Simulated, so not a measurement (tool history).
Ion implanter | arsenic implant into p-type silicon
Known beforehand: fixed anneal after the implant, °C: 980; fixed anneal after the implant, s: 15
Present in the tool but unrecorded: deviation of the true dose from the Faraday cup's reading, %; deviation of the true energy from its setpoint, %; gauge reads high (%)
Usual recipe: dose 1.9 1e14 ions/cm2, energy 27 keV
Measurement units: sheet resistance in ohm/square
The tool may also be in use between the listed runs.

run     day  dose  energy  wafers since the last listed run  hours since the last dose calibration  hours since the extraction supply was calibrated  hours since the gauge calibration  read-back reference wafer on the same gauge, sheet resistance  sheet resistance
  1       0   1.9      27                                 0                                 1050.8                                            5537.6                                306                                                         368.65            409.55
  2   1.875   1.9      27                               674                                 1095.8                                            5582.6                                351                                                         369.11            408.78
  3   3.204   1.9      21                               478                                 1127.7                                            5614.5                              382.9                                                         368.94            423.13
  4   4.646   1.9      27                               518                                 1162.3                                            5649.1                              417.5                                                         368.26            412.72
  5   5.292   1.9      27                               232                                 1177.8                                            5664.6                                433                                                         369.35            403.89
  6    6.35   1.9      27                               380                                 1203.2                                              5690                              458.4                                                          368.9            413.09
  7   7.117   1.9      27                               275                                 1221.6                                            5708.4                              476.8                                                            369               410
  8   7.762   1.9      27                               232                                 1237.1                                            5723.9                              492.3                                                         369.11            412.64
  9   9.229   1.9    33.5                               527                                 1272.3                                            5759.1                              527.5                                                         369.16            397.01
 10  10.129  1.65      32                               323                                 1293.9                                            5780.7                              549.1                                                         369.18            447.88
 11  11.083  1.62      27                               343                                 1316.8                                            5803.6                                572                                                         368.84            458.08
 12    11.6  1.62      27                               185                                 1329.2                                              5816                              584.4                                                         369.14            463.46
 13  14.229  1.62      27                               945                                 1392.3                                            5879.1                              647.5                                                         369.36            463.25
 14   15.15   1.9      27                               331                                 1414.4                                            5901.2                              669.6                                                          368.5            415.33
 15  15.842   1.9      27                               248                                   1431                                            5917.8                              686.2                                                         369.43            417.82
 16  17.333   1.9      27                               536                                 1466.8                                            5953.6                                722                                                         369.33            417.81
 17  18.517  2.23      34                               425                                 1495.2                                              5982                              750.4                                                         368.89            361.25
 18  19.112  2.39      32                               214                                 1509.5                                            5996.3                              764.7                                                         369.34            345.78
 19  20.375  2.26    19.5                               454                                 1539.8                                            6026.6                                795                                                          368.9            385.99
     20.383  -- gauge calibrated
 20  20.892   1.9    19.5                               185                                 1552.2                                              6039                               12.2                                                         369.75            441.41
     22.217  -- Faraday cup replaced and dose calibrated
 21  22.238   1.9      27                               364                                    0.5                                            6071.3                               44.5                                                         368.88            403.08
 22  22.842   1.9      27                               217                                     15                                            6085.8                                 59                                                         369.18            402.55
 23  23.975  1.74    34.5                               407                                   42.2                                              6113                               86.2                                                         369.09            411.08
     25.329  -- extraction supply calibrated
 24   25.35  1.65    33.5                               374                                   75.2                                               0.5                              119.2                                                         368.81            425.29
 25  25.833   1.9      27                               173                                   86.8                                              12.1                              130.8                                                         369.32            399.88
 26  27.312  2.31    18.5                               532                                  122.3                                              47.6                              166.3                                                         368.94            365.13
 27  28.396  1.69    34.5                               389                                  148.3                                              73.6                              192.3                                                         369.17            416.57
 28  29.004  1.36      27                               218                                  162.9                                              88.2                              206.9                                                         369.42            507.61
 29  29.708   1.9      27                               253                                  179.8                                             105.1                              223.8                                                         369.01            397.62
 30  30.746   1.7    33.5                               373                                  204.7                                               130                              248.7                                                         369.53             417.4
 31  32.096   1.9      18                               485                                  237.1                                             162.4                              281.1                                                         369.06            425.35
 32  33.208  1.47      27                               400                                  263.8                                             189.1                              307.8                                                         369.15            475.06
 33  33.817  1.49    24.5                               218                                  278.4                                             203.7                              322.4                                                          368.4             490.5
 34  35.179   1.9      27                               490                                  311.1                                             236.4                              355.1                                                         369.28            402.14
 35  35.742  1.73    29.5                               202                                  324.6                                             249.9                              368.6                                                         368.97            423.29
 36  36.954   1.9      27                               436                                  353.7                                               279                              397.7                                                         368.96            397.45
 37  38.729  1.67      19                               638                                  396.3                                             321.6                              440.3                                                         368.45            464.19
 38  39.425   2.4      22                               250                                    413                                             338.3                                457                                                         368.72            347.84

Consider 3 possible next runs. They are alternatives, not a sequence: every one starts from the tool as it was left by run 38. What does each give?
  A  39.442   1.9    23.5                                 5                                  413.4                                             338.7                              457.4                                                              ?                 ?
  B  39.442  1.62    32.5                                 5                                  413.4                                             338.7                              457.4                                                              ?                 ?
  C  39.442   1.9      30                                 5                                  413.4                                             338.7                              457.4                                                              ?                 ?

run  read-back reference wafer on the same gauge, sheet resistance  sheet resistance
  A                                                          368.8            409.56
  B                                                          368.8            435.85
  C                                                          368.8            394.15
Without the tool's unlogged condition, the same runs would have read:
run  sheet resistance
  A             408.5
  B            434.75
  C            393.14

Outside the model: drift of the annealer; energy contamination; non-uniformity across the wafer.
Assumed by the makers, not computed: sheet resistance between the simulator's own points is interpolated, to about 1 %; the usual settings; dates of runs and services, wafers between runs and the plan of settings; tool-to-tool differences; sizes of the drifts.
